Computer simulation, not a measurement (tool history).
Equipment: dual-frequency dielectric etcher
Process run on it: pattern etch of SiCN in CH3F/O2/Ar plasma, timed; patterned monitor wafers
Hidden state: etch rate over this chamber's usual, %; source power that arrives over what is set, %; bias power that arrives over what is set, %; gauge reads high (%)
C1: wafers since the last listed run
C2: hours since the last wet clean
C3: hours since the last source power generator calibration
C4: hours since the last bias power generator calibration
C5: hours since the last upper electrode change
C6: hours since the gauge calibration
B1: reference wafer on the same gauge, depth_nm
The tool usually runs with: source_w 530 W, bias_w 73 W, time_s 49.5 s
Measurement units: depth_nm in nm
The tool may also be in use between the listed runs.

Run 1, hour 0.0: usual settings but source_w 500 W; C1 0; C2 326.9; C3 1514.2; C4 2649.5; C5 4828.4; C6 63.9; B1 19.69. Result: depth_nm 20.82 nm.
Run 2, hour 12.5: usual settings but source_w 500 W; C1 136; C2 339.4; C3 1526.7; C4 2662.0; C5 4840.9; C6 76.4; B1 19.70. Result: depth_nm 20.86 nm.
Run 3, hour 22.1: usual settings but time_s 38.0 s; C1 104; C2 349.0; C3 1536.3; C4 2671.6; C5 4850.5; C6 86.0; B1 19.70. Result: depth_nm 16.38 nm.
Run 4, hour 62.7: usual settings; C1 441; C2 389.6; C3 1576.9; C4 2712.2; C5 4891.1; C6 126.6; B1 19.70. Result: depth_nm 21.21 nm.
At hour 92.9: wet clean of the chamber.
Run 5, hour 93.4: usual settings; C1 72; C2 0.5; C3 1607.6; C4 2742.9; C5 4921.8; C6 157.3; B1 19.70. Result: depth_nm 21.21 nm.
Run 6, hour 93.8: usual settings; C1 4; C2 0.9; C3 1608.0; C4 2743.3; C5 4922.2; C6 157.7; B1 19.70. Result: depth_nm 21.19 nm.
Run 7, hour 94.1: usual settings; C1 3; C2 1.2; C3 1608.3; C4 2743.6; C5 4922.5; C6 158.0; B1 19.70. Result: depth_nm 21.27 nm.
Run 8, hour 103.9: usual settings; C1 106; C2 11.0; C3 1618.1; C4 2753.4; C5 4932.3; C6 167.8; B1 19.71. Result: depth_nm 21.18 nm.
At hour 111.1: bias power generator calibrated.
Run 9, hour 115.6: usual settings; C1 83; C2 22.7; C3 1629.8; C4 4.5; C5 4944.0; C6 179.5; B1 19.69. Result: depth_nm 21.17 nm.
Run 10, hour 129.1: usual settings but source_w 640 W, bias_w 80 W, time_s 63.0 s; C1 146; C2 36.2; C3 1643.3; C4 18.0; C5 4957.5; C6 193.0; B1 19.71. Result: depth_nm 29.31 nm.
Run 11, hour 140.8: usual settings but source_w 590 W, bias_w 90 W, time_s 44.5 s; C1 127; C2 47.9; C3 1655.0; C4 29.7; C5 4969.2; C6 204.7; B1 19.69. Result: depth_nm 20.81 nm.
At hour 145.0: gauge calibrated.
At hour 149.7: source power generator calibrated.
At hour 170.3: upper electrode replaced.
Run 12, hour 170.8: usual settings but source_w 590 W, bias_w 90 W, time_s 44.5 s; C1 59; C2 77.9; C3 21.1; C4 59.7; C5 0.5; C6 25.8; B1 19.70. Result: depth_nm 20.79 nm.
Run 13, hour 171.1: usual settings but source_w 590 W, bias_w 90 W, time_s 44.5 s; C1 3; C2 78.2; C3 21.4; C4 60.0; C5 0.8; C6 26.1; B1 19.70. Result: depth_nm 20.79 nm.
Run 14, hour 181.7: usual settings but bias_w 64 W; C1 115; C2 88.8; C3 32.0; C4 70.6; C5 11.4; C6 36.7; B1 19.70. Result: depth_nm 20.65 nm.
Run 15, hour 191.1: usual settings but source_w 420 W, bias_w 83 W, time_s 57.0 s; C1 102; C2 98.2; C3 41.4; C4 80.0; C5 20.8; C6 46.1; B1 19.71. Result: depth_nm 23.80 nm.
Run 16, hour 208.2: usual settings; C1 186; C2 115.3; C3 58.5; C4 97.1; C5 37.9; C6 63.2; B1 19.70. Result: depth_nm 21.24 nm.
Run 17, hour 214.2: usual settings but source_w 500 W, bias_w 91 W, time_s 40.0 s; C1 65; C2 121.3; C3 64.5; C4 103.1; C5 43.9; C6 69.2; B1 19.70. Result: depth_nm 17.98 nm.
Run 18, hour 229.4: usual settings but source_w 400 W, bias_w 88 W, time_s 35.5 s; C1 165; C2 136.5; C3 79.7; C4 118.3; C5 59.1; C6 84.4; B1 19.69. Result: depth_nm 14.82 nm.

State the hidden condition of the tool at each of the runs:
etch rate over this chamber's usual, %: 0, the same for each run
source power that arrives over what is set, %: 0, the same for each run
bias power that arrives over what is set, %: 0, the same for each run
gauge reads high (%): 0, the same for each run
